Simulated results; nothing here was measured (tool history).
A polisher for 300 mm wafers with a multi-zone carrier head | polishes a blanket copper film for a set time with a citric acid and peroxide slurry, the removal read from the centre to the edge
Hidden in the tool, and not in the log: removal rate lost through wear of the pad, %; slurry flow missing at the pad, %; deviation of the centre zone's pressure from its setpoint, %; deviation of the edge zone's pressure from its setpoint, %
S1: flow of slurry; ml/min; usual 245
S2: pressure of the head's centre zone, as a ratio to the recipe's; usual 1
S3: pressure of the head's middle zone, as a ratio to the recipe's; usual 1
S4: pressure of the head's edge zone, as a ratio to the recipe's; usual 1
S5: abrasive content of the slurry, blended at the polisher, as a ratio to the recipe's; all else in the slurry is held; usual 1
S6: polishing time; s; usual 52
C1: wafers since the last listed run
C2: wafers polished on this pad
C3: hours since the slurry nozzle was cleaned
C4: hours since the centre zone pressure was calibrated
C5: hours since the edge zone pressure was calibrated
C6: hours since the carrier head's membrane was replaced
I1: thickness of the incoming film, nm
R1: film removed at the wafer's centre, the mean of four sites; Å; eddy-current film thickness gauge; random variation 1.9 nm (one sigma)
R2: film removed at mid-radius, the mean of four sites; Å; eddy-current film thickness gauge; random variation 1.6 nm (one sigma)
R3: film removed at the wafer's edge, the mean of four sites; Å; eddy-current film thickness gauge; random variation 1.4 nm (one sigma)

run 1 hour=0 | S1=245 S2=1 S3=1 S4=1 S5=1 S6=42 | C1=0 C2=2477 C3=350.9 C4=737.1 C5=811.3 C6=385.3 | I1=1073.8 | R1=1411 R2=1438 R3=1371
-- hour=22.6 worn pad replaced by a new one
run 2 hour=36.9 | S1=245 S2=1.08 S3=1 S4=1 S5=1 S6=52 | C1=343 C2=149 C3=387.8 C4=774 C5=848.2 C6=422.2 | I1=1065.8 | R1=1907 R2=1759 R3=1726
-- hour=115 slurry nozzle cleaned
run 3 hour=126.2 | S1=245 S2=1.08 S3=1 S4=1 S5=1 S6=52 | C1=921 C2=1070 C3=11.2 C4=863.3 C5=937.5 C6=511.5 | I1=1074.9 | R1=1869 R2=1780 R3=1736
run 4 hour=186.1 | S1=245 S2=1.08 S3=1 S4=1 S5=1 S6=52 | C1=624 C2=1695 C3=71.1 C4=923.2 C5=997.4 C6=571.4 | I1=1071 | R1=1900 R2=1743 R3=1751
run 5 hour=239.3 | S1=245 S2=1 S3=1 S4=1 S5=1 S6=52 | C1=554 C2=2250 C3=124.3 C4=976.4 C5=1050.6 C6=624.6 | I1=1075.9 | R1=1775 R2=1757 R3=1758
-- hour=263.1 worn pad replaced by a new one
run 6 hour=313.6 | S1=245 S2=1 S3=1 S4=1 S5=1 S6=65 | C1=733 C2=527 C3=198.6 C4=1050.7 C5=1124.9 C6=698.9 | I1=1063.1 | R1=2247 R2=2188 R3=2147
-- hour=356.1 carrier head's membrane replaced by a new one
run 7 hour=401.4 | S1=245 S2=1 S3=1 S4=1 S5=1 S6=52 | C1=863 C2=1390 C3=286.4 C4=1138.5 C5=1212.7 C6=45.3 | I1=1057.8 | R1=1764 R2=1771 R3=1705
-- hour=446.7 edge zone pressure recalibrated
run 8 hour=463.1 | S1=245 S2=1.05 S3=1.06 S4=1 S5=1.25 S6=46 | C1=622 C2=2013 C3=348.1 C4=1200.2 C5=16.4 C6=107 | I1=1075.9 | R1=1799 R2=1730 R3=1639
-- hour=487.9 worn pad replaced by a new one
run 9 hour=548.3 | S1=245 S2=1 S3=1 S4=0.95 S5=1 S6=52 | C1=847 C2=629 C3=433.3 C4=1285.4 C5=101.6 C6=192.2 | I1=1061.6 | R1=1760 R2=1771 R3=1677
-- hour=567.6 centre zone pressure recalibrated
-- hour=569.9 slurry nozzle cleaned
run 10 hour=607.9 | S1=245 S2=1 S3=1 S4=1 S5=1 S6=52 | C1=590 C2=1220 C3=38 C4=40.3 C5=161.2 C6=251.8 | I1=1084.7 | R1=1786 R2=1773 R3=1724
run 11 hour=671.6 | S1=245 S2=1 S3=1.09 S4=1 S5=1 S6=52 | C1=664 C2=1884 C3=101.7 C4=104 C5=224.9 C6=315.5 | I1=1057.9 | R1=1761 R2=1867 R3=1728
-- hour=690.7 worn pad replaced by a new one
run 12 hour=856.3 | S1=245 S2=1 S3=1 S4=1.11 S5=1 S6=37 | C1=1885 C2=1727 C3=286.4 C4=288.7 C5=409.6 C6=500.2 | I1=1084.1 | R1=1256 R2=1266 R3=1296
-- hour=893.8 worn pad replaced by a new one
run 13 hour=960.1 | S1=245 S2=1 S3=1 S4=1 S5=1.15 S6=52 | C1=1041 C2=692 C3=390.2 C4=392.5 C5=513.4 C6=604 | I1=1064.2 | R1=1849 R2=1846 R3=1794
-- hour=1048.1 slurry nozzle cleaned
-- hour=1094.2 worn pad replaced by a new one
run 14 hour=1097.5 | S1=285 S2=1 S3=1 S4=1 S5=0.7 S6=41 | C1=1381 C2=34 C3=49.4 C4=529.9 C5=650.8 C6=741.4 | I1=1071.3 | R1=1284 R2=1267 R3=1227
-- hour=1141.5 carrier head's membrane replaced by a new one
run 15 hour=1173.1 | S1=245 S2=1 S3=1 S4=1 S5=1 S6=52 | C1=736 C2=771 C3=125 C4=605.5 C5=726.4 C6=31.6 | I1=1080.6 | R1=1784 R2=1804 R3=1752

Forecast each of these 3 alternatives for the next run:
run A hour=1173.5 | S1=245 S2=1 S3=1 S4=1 S5=1 S6=52 | C1=4 C2=775 C3=125.4 C4=605.9 C5=726.8 C6=32 | I1=1068.7 | R1=? R2=? R3=?
run B hour=1173.5 | S1=325 S2=1 S3=1 S4=1.07 S5=1.1 S6=67 | C1=4 C2=775 C3=125.4 C4=605.9 C5=726.8 C6=32 | I1=1068.7 | R1=? R2=? R3=?
run C hour=1173.5 | S1=205 S2=1 S3=0.92 S4=1 S5=1 S6=52 | C1=4 C2=775 C3=125.4 C4=605.9 C5=726.8 C6=32 | I1=1068.7 | R1=? R2=? R3=?

run=A R1=1781 R2=1774 R3=1740
run=B R1=2445 R2=2427 R3=2442
run=C R1=1730 R2=1652 R3=1707
Without the tool's hidden state the same runs would have given:
run=A R1=1781 R2=1774 R3=1740
run=B R1=2445 R2=2427 R3=2442
run=C R1=1730 R2=1652 R3=1707

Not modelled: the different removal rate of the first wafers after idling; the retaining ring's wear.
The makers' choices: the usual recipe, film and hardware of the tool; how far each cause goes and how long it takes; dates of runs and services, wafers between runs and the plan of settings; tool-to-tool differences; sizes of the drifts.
